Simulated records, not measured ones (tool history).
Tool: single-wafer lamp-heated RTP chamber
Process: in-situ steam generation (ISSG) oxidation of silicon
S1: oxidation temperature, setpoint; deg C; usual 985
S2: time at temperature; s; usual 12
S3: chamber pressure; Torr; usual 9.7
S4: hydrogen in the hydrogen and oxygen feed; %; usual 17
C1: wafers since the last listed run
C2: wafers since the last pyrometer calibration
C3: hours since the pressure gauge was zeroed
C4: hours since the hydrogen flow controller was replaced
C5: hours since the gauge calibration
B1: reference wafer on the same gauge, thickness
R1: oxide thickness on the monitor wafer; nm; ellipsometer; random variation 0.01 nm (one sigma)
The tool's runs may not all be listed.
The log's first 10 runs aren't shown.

run 11 day=8.667 | S1=969 S2=12 S3=9.7 S4=17 | C1=246 C2=5631 C3=2633.2 C4=5367.9 C5=743.1 | B1=4.748 | R1=3.798
run 12 day=9.296 | S1=985 S2=12 S3=9.7 S4=17 | C1=212 C2=5844 C3=2648.3 C4=5383 C5=758.2 | B1=4.751 | R1=4.009
run 13 day=9.942 | S1=985 S2=12 S3=9.7 S4=17 | C1=218 C2=6063 C3=2663.8 C4=5398.5 C5=773.7 | B1=4.75 | R1=3.989
run 14 day=10.696 | S1=985 S2=12 S3=9.7 S4=17 | C1=255 C2=6318 C3=2681.9 C4=5416.6 C5=791.8 | B1=4.751 | R1=4.019
run 15 day=11.892 | S1=990 S2=12 S3=9.7 S4=17 | C1=404 C2=6723 C3=2710.6 C4=5445.3 C5=820.5 | B1=4.752 | R1=4.107
run 16 day=13.196 | S1=1004 S2=14 S3=9.7 S4=17 | C1=441 C2=7164 C3=2741.9 C4=5476.6 C5=851.8 | B1=4.749 | R1=4.624
run 17 day=15.321 | S1=985 S2=12 S3=9.7 S4=17 | C1=719 C2=7884 C3=2792.9 C4=5527.6 C5=902.8 | B1=4.75 | R1=4.038
-- day=16.204 gauge calibrated
-- day=16.283 pressure gauge zeroed
run 18 day=16.304 | S1=985 S2=12 S3=9.7 S4=24 | C1=220 C2=8104 C3=0.5 C4=5551.2 C5=2.4 | B1=4.754 | R1=4.387
run 19 day=17.262 | S1=985 S2=12 S3=9.7 S4=17 | C1=324 C2=8428 C3=23.5 C4=5574.2 C5=25.4 | B1=4.752 | R1=4.052
-- day=18.633 pyrometer window cleaned and pyrometer calibrated
run 20 day=18.654 | S1=985 S2=12 S3=9.7 S4=17 | C1=358 C2=6 C3=56.9 C4=5607.6 C5=58.8 | B1=4.754 | R1=3.989
run 21 day=19.625 | S1=985 S2=12 S3=9.7 S4=17 | C1=328 C2=335 C3=80.2 C4=5630.9 C5=82.1 | B1=4.751 | R1=3.971
run 22 day=20.542 | S1=979 S2=14 S3=9.7 S4=17 | C1=310 C2=645 C3=102.2 C4=5652.9 C5=104.1 | B1=4.749 | R1=4.17
run 23 day=21.308 | S1=975 S2=12 S3=9 S4=17 | C1=259 C2=905 C3=120.6 C4=5671.3 C5=122.5 | B1=4.753 | R1=3.876
run 24 day=21.954 | S1=985 S2=12 S3=8.9 S4=11 | C1=218 C2=1123 C3=136.1 C4=5686.8 C5=138 | B1=4.746 | R1=3.635
-- day=22.396 hydrogen flow controller replaced
run 25 day=23.229 | S1=997 S2=12 S3=10.2 S4=17 | C1=318 C2=1442 C3=166.7 C4=20 C5=168.6 | B1=4.751 | R1=4.116
run 26 day=23.883 | S1=1004 S2=13 S3=9.7 S4=17 | C1=221 C2=1664 C3=182.4 C4=35.7 C5=184.3 | B1=4.752 | R1=4.383
run 27 day=25.942 | S1=985 S2=10 S3=9.7 S4=20 | C1=696 C2=2360 C3=231.8 C4=85.1 C5=233.7 | B1=4.749 | R1=3.829
run 28 day=27.288 | S1=999 S2=12 S3=9.7 S4=22 | C1=455 C2=2816 C3=264.1 C4=117.4 C5=266 | B1=4.751 | R1=4.411
run 29 day=28.488 | S1=985 S2=12 S3=9 S4=17 | C1=406 C2=3222 C3=292.9 C4=146.2 C5=294.8 | B1=4.75 | R1=4.019
run 30 day=29.033 | S1=977 S2=10 S3=8.7 S4=17 | C1=184 C2=3407 C3=306 C4=159.3 C5=307.9 | B1=4.751 | R1=3.649

5 ways to go on from here, each from the tool as it stands after run 30. What would each give?
run A day=29.05 | S1=985 S2=12 S3=9.7 S4=17 | C1=5 C2=3413 C3=306.4 C4=159.7 C5=308.3 | B1=? | R1=?
run B day=29.05 | S1=985 S2=12 S3=9.1 S4=17 | C1=5 C2=3413 C3=306.4 C4=159.7 C5=308.3 | B1=? | R1=?
run C day=29.05 | S1=985 S2=12 S3=8.7 S4=13 | C1=5 C2=3413 C3=306.4 C4=159.7 C5=308.3 | B1=? | R1=?
run D day=29.05 | S1=1001 S2=10 S3=10.2 S4=13 | C1=5 C2=3413 C3=306.4 C4=159.7 C5=308.3 | B1=? | R1=?
run E day=29.05 | S1=985 S2=12 S3=9.7 S4=13 | C1=5 C2=3413 C3=306.4 C4=159.7 C5=308.3 | B1=? | R1=?

run=A B1=4.744 R1=3.978
run=B B1=4.744 R1=4.012
run=C B1=4.744 R1=3.787
run=D B1=4.744 R1=3.613
run=E B1=4.744 R1=3.748
Without the tool's hidden state the same runs would have given:
run=A R1=3.962
run=B R1=3.995
run=C R1=3.772
run=D R1=3.598
run=E R1=3.733
